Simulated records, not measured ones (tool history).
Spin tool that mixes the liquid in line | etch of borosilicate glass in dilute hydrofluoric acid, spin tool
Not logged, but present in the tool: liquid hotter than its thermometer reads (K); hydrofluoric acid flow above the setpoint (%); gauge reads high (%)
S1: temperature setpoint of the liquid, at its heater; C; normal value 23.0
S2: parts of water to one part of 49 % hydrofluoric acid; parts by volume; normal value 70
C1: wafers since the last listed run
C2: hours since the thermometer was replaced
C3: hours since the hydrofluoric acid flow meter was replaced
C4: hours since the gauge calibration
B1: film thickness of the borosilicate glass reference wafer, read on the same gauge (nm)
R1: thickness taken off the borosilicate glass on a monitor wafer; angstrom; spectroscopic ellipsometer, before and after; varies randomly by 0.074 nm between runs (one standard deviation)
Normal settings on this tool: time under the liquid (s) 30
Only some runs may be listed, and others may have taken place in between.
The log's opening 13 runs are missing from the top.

run 14 hour=963.7 | S1=23.0 S2=70 time_under_the_liquid_(s)=30 | C1=851 C2=231.3 C3=124.2 C4=1278.0 | B1=89.97 | R1=112.3
run 15 hour=1024.2 | S1=23.0 S2=70 time_under_the_liquid_(s)=30 | C1=591 C2=291.8 C3=184.7 C4=1338.5 | B1=89.95 | R1=112.3
-- hour=1029.8 gauge calibrated
run 16 hour=1124.7 | S1=23.0 S2=70 time_under_the_liquid_(s)=30 | C1=982 C2=392.3 C3=285.2 C4=94.9 | B1=90.05 | R1=113.2
run 17 hour=1218.4 | S1=23.0 S2=70 time_under_the_liquid_(s)=30 | C1=916 C2=486.0 C3=378.9 C4=188.6 | B1=90.01 | R1=113.1
run 18 hour=1304.2 | S1=23.0 S2=85 time_under_the_liquid_(s)=15 | C1=838 C2=571.8 C3=464.7 C4=274.4 | B1=90.05 | R1=45.6
run 19 hour=1437.8 | S1=23.0 S2=105 time_under_the_liquid_(s)=30 | C1=1306 C2=705.4 C3=598.3 C4=408.0 | B1=89.99 | R1=73.0
run 20 hour=1485.2 | S1=23.0 S2=70 time_under_the_liquid_(s)=30 | C1=463 C2=752.8 C3=645.7 C4=455.4 | B1=89.98 | R1=115.9
-- hour=1503.9 hydrofluoric acid flow meter replaced
run 21 hour=1531.3 | S1=26.0 S2=70 time_under_the_liquid_(s)=20 | C1=440 C2=798.9 C3=27.4 C4=501.5 | B1=90.01 | R1=86.6
run 22 hour=1618.3 | S1=23.0 S2=95 time_under_the_liquid_(s)=30 | C1=850 C2=885.9 C3=114.4 C4=588.5 | B1=90.03 | R1=82.4
run 23 hour=1655.2 | S1=25.0 S2=80 time_under_the_liquid_(s)=45 | C1=360 C2=922.8 C3=151.3 C4=625.4 | B1=90.02 | R1=160.6
run 24 hour=1749.2 | S1=23.0 S2=70 time_under_the_liquid_(s)=30 | C1=918 C2=1016.8 C3=245.3 C4=719.4 | B1=90.01 | R1=115.7
run 25 hour=1785.6 | S1=23.0 S2=60 time_under_the_liquid_(s)=30 | C1=355 C2=1053.2 C3=281.7 C4=755.8 | B1=90.03 | R1=134.6
run 26 hour=1840.3 | S1=23.0 S2=70 time_under_the_liquid_(s)=30 | C1=534 C2=1107.9 C3=336.4 C4=810.5 | B1=89.97 | R1=115.6
run 27 hour=1880.1 | S1=26.0 S2=70 time_under_the_liquid_(s)=30 | C1=389 C2=1147.7 C3=376.2 C4=850.3 | B1=90.01 | R1=130.2
run 28 hour=1969.4 | S1=23.0 S2=85 time_under_the_liquid_(s)=15 | C1=873 C2=1237.0 C3=465.5 C4=939.6 | B1=90.00 | R1=46.2
run 29 hour=2021.2 | S1=27.0 S2=70 time_under_the_liquid_(s)=45 | C1=506 C2=1288.8 C3=517.3 C4=991.4 | B1=90.00 | R1=204.8
run 30 hour=2077.7 | S1=23.0 S2=70 time_under_the_liquid_(s)=30 | C1=552 C2=1345.3 C3=573.8 C4=1047.9 | B1=89.97 | R1=116.8

Forecast run 31:
run 31 hour=2115.2 | S1=23.0 S2=70 time_under_the_liquid_(s)=45 | C1=366 C2=1382.8 C3=611.3 C4=1085.4 | B1=? | R1=?

B1: 89.97
R1: 173.7 angstrom
The same run, on a tool lacking any hidden state, would have yielded R1 164.1 angstrom.
